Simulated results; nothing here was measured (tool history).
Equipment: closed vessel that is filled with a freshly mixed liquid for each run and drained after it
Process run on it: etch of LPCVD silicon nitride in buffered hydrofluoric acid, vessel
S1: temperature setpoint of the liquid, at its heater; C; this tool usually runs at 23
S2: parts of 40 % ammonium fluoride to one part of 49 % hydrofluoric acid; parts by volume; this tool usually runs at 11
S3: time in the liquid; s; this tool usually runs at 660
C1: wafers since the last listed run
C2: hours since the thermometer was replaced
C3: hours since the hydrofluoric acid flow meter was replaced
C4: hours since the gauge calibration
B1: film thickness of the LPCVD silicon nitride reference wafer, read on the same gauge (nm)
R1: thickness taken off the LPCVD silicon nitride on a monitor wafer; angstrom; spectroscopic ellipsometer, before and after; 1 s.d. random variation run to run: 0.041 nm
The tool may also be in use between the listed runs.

run,hour,S1,S2,S3,C1,C2,C3,C4,B1,R1
1,0,23,11,660,0,419.9,1496.3,504.6,50,89.2
2,40.5,23,11,660,2344,460.4,1536.8,545.1,50.01,89.8
3,82.6,23,11,660,2437,502.5,1578.9,587.2,49.98,89.4
4,127.3,23,11,660,2587,547.2,1623.6,631.9,50.01,90.1
5,163.5,23,11,660,2095,583.4,1659.8,668.1,50,89.4
6,200.8,23,11,660,2159,620.7,1697.1,705.4,49.98,90.5
7,272.8,23,11,660,4168,692.7,1769.1,777.4,50,90.4
# hour 317.5: hydrofluoric acid flow meter replaced
8,318,23,11,660,2558,737.9,0.5,822.6,49.99,85.2
# hour 340: gauge calibrated
9,374.2,23,11,660,3253,794.1,56.7,34.2,50.02,85.6
10,428,23,11,660,3114,847.9,110.5,88,50.02,85.8
11,452.5,21.5,11,790,1418,872.4,135,112.5,50.01,95.1
12,496.2,27.5,9.5,285,2529,916.1,178.7,156.2,50.02,53.4
13,563.6,23,8,870,3901,983.5,246.1,223.6,50.01,151.1
14,612.1,21.5,7.5,660,2807,1032,294.6,272.1,49.99,114.5
15,646.1,28,15.5,510,1968,1066,328.6,306.1,50,62.5
# hour 676.2: thermometer replaced
16,696.5,23,11,660,2859,20.3,379,356.5,49.99,86.9
17,722.7,23,8,870,1516,46.5,405.2,382.7,49.98,150.9
18,793.7,26.5,14.5,890,4110,117.5,476.2,453.7,50,108.6
19,842.7,23,8.5,450,2836,166.5,525.2,502.7,50.02,73.9
20,898.5,26.5,9.5,1005,3230,222.3,581,558.5,50,179.5
21,962.3,19.5,13,890,3693,286.1,644.8,622.3,49.98,82.3

Branching from run 21: 3 alternative next runs. What would each branch give?
A,963.1,23,11,660,46,286.9,645.6,623.1,?,?
B,963.1,23,11,515,46,286.9,645.6,623.1,?,?
C,963.1,23,12.5,790,46,286.9,645.6,623.1,?,?

run,B1,R1
A,50,87.5
B,50,68.3
C,50,92.5
Stripped of hidden state, with their random variation kept, the same runs would have yielded:
run,R1
A,85.5
B,66.7
C,90.3
